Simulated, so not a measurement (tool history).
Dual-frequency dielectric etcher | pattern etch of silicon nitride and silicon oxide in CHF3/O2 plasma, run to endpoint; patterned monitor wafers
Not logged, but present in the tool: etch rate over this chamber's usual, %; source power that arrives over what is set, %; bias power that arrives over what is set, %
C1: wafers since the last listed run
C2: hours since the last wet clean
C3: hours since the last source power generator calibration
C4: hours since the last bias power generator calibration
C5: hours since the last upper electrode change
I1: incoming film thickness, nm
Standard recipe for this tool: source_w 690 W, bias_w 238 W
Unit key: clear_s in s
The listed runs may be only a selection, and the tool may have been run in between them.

Run 1, hour 0: usual settings but source_w 810 W; C1 0; C2 355; C3 5107.9; C4 1465.6; C5 1962.5; I1 312.9. Result: clear_s 145.8 s.
Run 2, hour 16.1: usual settings but source_w 810 W; C1 133; C2 371.1; C3 5124; C4 1481.7; C5 1978.6; I1 310.8. Result: clear_s 144.7 s.
Run 3, hour 27.6: usual settings but source_w 810 W; C1 95; C2 382.6; C3 5135.5; C4 1493.2; C5 1990.1; I1 316.6. Result: clear_s 146.9 s.
Run 4, hour 35.1: usual settings; C1 62; C2 390.1; C3 5143; C4 1500.7; C5 1997.6; I1 312.9. Result: clear_s 157.3 s.
Run 5, hour 86.2: usual settings; C1 423; C2 441.2; C3 5194.1; C4 1551.8; C5 2048.7; I1 313.9. Result: clear_s 155.8 s.
Run 6, hour 102.7: usual settings but bias_w 214 W; C1 136; C2 457.7; C3 5210.6; C4 1568.3; C5 2065.2; I1 315.1. Result: clear_s 162.5 s.
Run 7, hour 110.6: usual settings but bias_w 214 W; C1 65; C2 465.6; C3 5218.5; C4 1576.2; C5 2073.1; I1 313. Result: clear_s 160.8 s.
At hour 122.3: bias power generator calibrated.
Run 8, hour 124.7: usual settings; C1 83; C2 479.7; C3 5232.6; C4 2.4; C5 2087.2; I1 311.9. Result: clear_s 154.4 s.
At hour 153.2: upper electrode replaced.
Run 9, hour 153.7: usual settings but source_w 820 W, bias_w 197 W; C1 41; C2 508.7; C3 5261.6; C4 31.4; C5 0.5; I1 314.3. Result: clear_s 154.8 s.
Run 10, hour 154.1: usual settings but source_w 820 W; C1 3; C2 509.1; C3 5262; C4 31.8; C5 0.9; I1 310.9. Result: clear_s 142 s.
Run 11, hour 154.5: usual settings but source_w 820 W, bias_w 220 W; C1 3; C2 509.5; C3 5262.4; C4 32.2; C5 1.3; I1 310.8. Result: clear_s 145.6 s.
At hour 161.1: source power generator calibrated.
At hour 182.5: wet clean of the chamber.
Run 12, hour 183: usual settings but source_w 840 W, bias_w 196 W; C1 26; C2 0.5; C3 21.9; C4 60.7; C5 29.8; I1 313.8. Result: clear_s 160.6 s.
Run 13, hour 183.3: usual settings but source_w 800 W, bias_w 202 W; C1 2; C2 0.8; C3 22.2; C4 61; C5 30.1; I1 315.2. Result: clear_s 162.2 s.
Run 14, hour 189.5: usual settings but source_w 560 W, bias_w 179 W; C1 51; C2 7; C3 28.4; C4 67.2; C5 36.3; I1 313.8. Result: clear_s 200 s.
Run 15, hour 204.6: usual settings but source_w 620 W; C1 125; C2 22.1; C3 43.5; C4 82.3; C5 51.4; I1 315.8. Result: clear_s 172.7 s.
Run 16, hour 216.5: usual settings; C1 98; C2 34; C3 55.4; C4 94.2; C5 63.3; I1 312.9. Result: clear_s 161 s.
Run 17, hour 233.6: usual settings but source_w 810 W; C1 141; C2 51.1; C3 72.5; C4 111.3; C5 80.4; I1 315.9. Result: clear_s 153.5 s.

What differs in the tool's unlogged condition from the final listed run ahead of each entry between runs to the first listed run following it?
After run 7, before run 8: bias power generator calibrated (hour 122.3)
  etch rate over this chamber's usual, %: 4.66 -> 4.8
  measured result minus the result with no hidden state, clear_s: -7.5 -> -7.4 s
After run 8, before run 9: upper electrode replaced (hour 153.2)
  etch rate over this chamber's usual, %: 4.8 -> 5.09
  measured result minus the result with no hidden state, clear_s: -7.4 -> -7.9 s
After run 11, before run 12: source power generator calibrated (hour 161.1); wet clean of the chamber (hour 182.5)
  etch rate over this chamber's usual, %: 5.1 -> -0.201
  measured result minus the result with no hidden state, clear_s: -7.4 -> +0.4 s
